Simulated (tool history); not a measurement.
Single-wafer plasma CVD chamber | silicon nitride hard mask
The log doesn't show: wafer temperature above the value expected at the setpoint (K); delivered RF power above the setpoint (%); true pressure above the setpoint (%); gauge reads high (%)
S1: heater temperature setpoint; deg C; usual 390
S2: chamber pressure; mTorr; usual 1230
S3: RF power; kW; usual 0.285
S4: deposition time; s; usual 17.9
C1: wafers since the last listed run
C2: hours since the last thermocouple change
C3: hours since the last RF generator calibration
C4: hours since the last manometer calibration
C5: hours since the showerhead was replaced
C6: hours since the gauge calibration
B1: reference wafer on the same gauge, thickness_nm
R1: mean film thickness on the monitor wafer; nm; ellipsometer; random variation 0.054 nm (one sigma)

| run | hour | S1 | S2 | S3 | S4 | C1 | C2 | C3 | C4 | C5 | C6 | B1 | R1 |
|---|---|---|---|---|---|---|---|---|---|---|---|---|---|
| 1 | 0.0 | 380 | 1230 | 0.285 | 17.9 | 0 | 828.9 | 791.7 | 1541.3 | 6006.8 | 122.0 | 17.397 | 20.632 |
| 2 | 29.9 | 380 | 1230 | 0.285 | 17.9 | 485 | 858.8 | 821.6 | 1571.2 | 6036.7 | 151.9 | 17.406 | 20.591 |
| 3 | 60.2 | 380 | 1230 | 0.285 | 17.9 | 492 | 889.1 | 851.9 | 1601.5 | 6067.0 | 182.2 | 17.397 | 20.456 |
| 4 | 75.3 | 390 | 1230 | 0.285 | 19.5 | 245 | 904.2 | 867.0 | 1616.6 | 6082.1 | 197.3 | 17.412 | 22.228 |
| 5 | 87.9 | 390 | 1230 | 0.285 | 17.9 | 204 | 916.8 | 879.6 | 1629.2 | 6094.7 | 209.9 | 17.406 | 20.374 |
| 6 | 101.9 | 390 | 980 | 0.285 | 17.9 | 227 | 930.8 | 893.6 | 1643.2 | 6108.7 | 223.9 | 17.393 | 19.270 |
| 7 | 132.1 | 390 | 980 | 0.285 | 17.9 | 490 | 961.0 | 923.8 | 1673.4 | 6138.9 | 254.1 | 17.399 | 19.432 |
| 8 | 181.0 | 390 | 980 | 0.285 | 17.9 | 794 | 1009.9 | 972.7 | 1722.3 | 6187.8 | 303.0 | 17.396 | 19.238 |
| 9 | 194.9 | 390 | 1230 | 0.285 | 17.9 | 225 | 1023.8 | 986.6 | 1736.2 | 6201.7 | 316.9 | 17.399 | 20.239 |
| 10 | 218.9 | 390 | 1230 | 0.285 | 17.9 | 389 | 1047.8 | 1010.6 | 1760.2 | 6225.7 | 340.9 | 17.393 | 20.293 |
|  | 228.0 | capacitance manometer re-zeroed and calibrated |
| 11 | 243.1 | 390 | 1230 | 0.285 | 17.9 | 263 | 1072.0 | 1034.8 | 15.1 | 6249.9 | 365.1 | 17.404 | 20.256 |
| 12 | 276.3 | 390 | 1230 | 0.295 | 17.9 | 539 | 1105.2 | 1068.0 | 48.3 | 6283.1 | 398.3 | 17.400 | 20.674 |
|  | 287.7 | showerhead replaced |
| 13 | 289.2 | 390 | 1150 | 0.260 | 17.9 | 79 | 1118.1 | 1080.9 | 61.2 | 1.5 | 411.2 | 17.402 | 18.661 |
|  | 298.7 | thermocouple changed; heater temperature recalibrated |
| 14 | 313.5 | 398 | 1230 | 0.230 | 16.1 | 264 | 14.8 | 1105.2 | 85.5 | 25.8 | 435.5 | 17.392 | 15.628 |
| 15 | 348.8 | 390 | 1230 | 0.285 | 17.9 | 573 | 50.1 | 1140.5 | 120.8 | 61.1 | 470.8 | 17.400 | 20.066 |
| 16 | 380.3 | 400 | 1230 | 0.260 | 17.9 | 511 | 81.6 | 1172.0 | 152.3 | 92.6 | 502.3 | 17.396 | 18.857 |
| 17 | 393.2 | 376 | 1340 | 0.265 | 17.9 | 209 | 94.5 | 1184.9 | 165.2 | 105.5 | 515.2 | 17.403 | 19.625 |
|  | 417.4 | gauge calibrated |
|  | 428.5 | RF generator calibrated |
| 18 | 429.0 | 398 | 1230 | 0.285 | 19.3 | 451 | 130.3 | 0.5 | 201.0 | 141.3 | 11.6 | 17.412 | 22.718 |
| 19 | 446.4 | 399 | 1090 | 0.255 | 20.0 | 282 | 147.7 | 17.9 | 218.4 | 158.7 | 29.0 | 17.403 | 21.408 |
| 20 | 472.7 | 390 | 1230 | 0.295 | 17.9 | 427 | 174.0 | 44.2 | 244.7 | 185.0 | 55.3 | 17.406 | 21.691 |
| 21 | 508.6 | 390 | 1230 | 0.285 | 17.9 | 583 | 209.9 | 80.1 | 280.6 | 220.9 | 91.2 | 17.406 | 21.223 |
| 22 | 527.0 | 390 | 1050 | 0.285 | 15.1 | 298 | 228.3 | 98.5 | 299.0 | 239.3 | 109.6 | 17.395 | 17.183 |
| 23 | 547.1 | 390 | 1090 | 0.285 | 16.2 | 326 | 248.4 | 118.6 | 319.1 | 259.4 | 129.7 | 17.401 | 18.652 |
| 24 | 575.8 | 404 | 1230 | 0.330 | 17.9 | 466 | 277.1 | 147.3 | 347.8 | 288.1 | 158.4 | 17.400 | 22.950 |
| 25 | 611.2 | 381 | 1320 | 0.285 | 17.9 | 575 | 312.5 | 182.7 | 383.2 | 323.5 | 193.8 | 17.402 | 21.422 |

What the log doesn't show, run by run:
wafer temperature above the value expected at the setpoint (K): 0 in every run
true pressure above the setpoint (%): 0 in every run
gauge reads high (%): 0 in every run
H1: delivered RF power above the setpoint (%)
| run | H1 |
|---|---|
| 1 | -5.7 |
| 2 | -5.89 |
| 3 | -6.08 |
| 4 | -6.18 |
| 5 | -6.26 |
| 6 | -6.35 |
| 7 | -6.54 |
| 8 | -6.85 |
| 9 | -6.93 |
| 10 | -7.09 |
| 11 | -7.24 |
| 12 | -7.45 |
| 13 | -7.53 |
| 14 | -7.68 |
| 15 | -7.91 |
| 16 | -8.11 |
| 17 | -8.19 |
| 18 | -0.277 |
| 19 | -0.387 |
| 20 | -0.553 |
| 21 | -0.781 |
| 22 | -0.897 |
| 23 | -1.02 |
| 24 | -1.21 |
| 25 | -1.43 |
